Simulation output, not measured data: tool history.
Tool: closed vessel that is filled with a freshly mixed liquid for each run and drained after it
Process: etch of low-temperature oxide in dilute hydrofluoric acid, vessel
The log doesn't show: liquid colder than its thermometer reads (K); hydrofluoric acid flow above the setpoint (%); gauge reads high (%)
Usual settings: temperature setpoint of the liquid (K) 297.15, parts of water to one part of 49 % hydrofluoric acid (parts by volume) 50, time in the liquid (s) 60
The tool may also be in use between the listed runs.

run    hour  temperature setpoint of the liquid (K)  parts of water to one part of 49 % hydrofluoric acid (parts by volume)  time in the liquid (s)  wafers since the last listed run  hours since the thermometer was replaced  hours since the hydrofluoric acid flow meter was replaced  hours since the gauge calibration  read-back film thickness of the low-temperature oxide reference wafer, read on the same gauge (nm)  thickness taken off the low-temperature oxide on a monitor wafer (Å)
  1     0.0                                  297.15                                                                      50                      80                                 0                                     354.5                                                     1308.1                              132.4                                                                                              150.02                                                                 460.1
  2    58.5                                  297.15                                                                      50                      80                              4772                                     413.0                                                     1366.6                              190.9                                                                                              150.00                                                                 446.2
  3   129.2                                  297.15                                                                      50                      60                              5768                                     483.7                                                     1437.3                              261.6                                                                                              150.01                                                                 342.0
  4   202.1                                  297.15                                                                      50                      60                              5947                                     556.6                                                     1510.2                              334.5                                                                                              149.98                                                                 343.8
  5   247.0                                  297.15                                                                      50                      60                              3663                                     601.5                                                     1555.1                              379.4                                                                                              149.94                                                                 333.9
  6   311.2                                  297.15                                                                      50                      60                              5238                                     665.7                                                     1619.3                              443.6                                                                                              150.00                                                                 332.3
  7   350.7                                  300.65                                                                      50                      60                              3222                                     705.2                                                     1658.8                              483.1                                                                                              149.99                                                                 384.7
  8   457.4                                  300.65                                                                      50                      60                              8705                                     811.9                                                     1765.5                              589.8                                                                                              150.03                                                                 385.9
  9   494.9                                  300.65                                                                      50                      60                              3059                                     849.4                                                     1803.0                              627.3                                                                                              149.97                                                                 383.8
 10   585.9                                  297.15                                                                      50                      50                              7424                                     940.4                                                     1894.0                              718.3                                                                                              149.99                                                                 276.4
      654.9  -- gauge calibrated
 11   655.4                                  297.15                                                                      50                      60                              5670                                    1009.9                                                     1963.5                                0.5                                                                                              149.97                                                                 330.8
 12   728.7                                  297.15                                                                      50                      60                              5980                                    1083.2                                                     2036.8                               73.8                                                                                              150.01                                                                 327.6
 13   796.9                                  292.65                                                                      50                      80                              5564                                    1151.4                                                     2105.0                              142.0                                                                                              150.02                                                                 358.9
      829.1  -- hydrofluoric acid flow meter replaced
      838.2  -- thermometer replaced
 14   892.1                                  299.15                                                                      50                      45                              7604                                      53.9                                                       63.0                              237.2                                                                                              149.97                                                                 282.2
 15   996.8                                  297.15                                                                      50                      60                              8542                                     158.6                                                      167.7                              341.9                                                                                              150.03                                                                 338.2
 16  1045.5                                  294.65                                                                      50                      60                              3973                                     207.3                                                      216.4                              390.6                                                                                              150.00                                                                 307.3
 17  1151.6                                  301.65                                                                      25                      45                              8656                                     313.4                                                      322.5                              496.7                                                                                              150.00                                                                 636.3

Forecast run 18:
 18  1236.0                                  299.15                                                                      25                      40                              6886                                     397.8                                                      406.9                              581.1                                                                                                   ?                                                                     ?

read-back film thickness of the low-temperature oxide reference wafer, read on the same gauge (nm): 149.99
thickness taken off the low-temperature oxide on a monitor wafer (Å): 510.9
Without the tool's hidden state the same run would have given thickness taken off the low-temperature oxide on a monitor wafer (Å) 527.7.

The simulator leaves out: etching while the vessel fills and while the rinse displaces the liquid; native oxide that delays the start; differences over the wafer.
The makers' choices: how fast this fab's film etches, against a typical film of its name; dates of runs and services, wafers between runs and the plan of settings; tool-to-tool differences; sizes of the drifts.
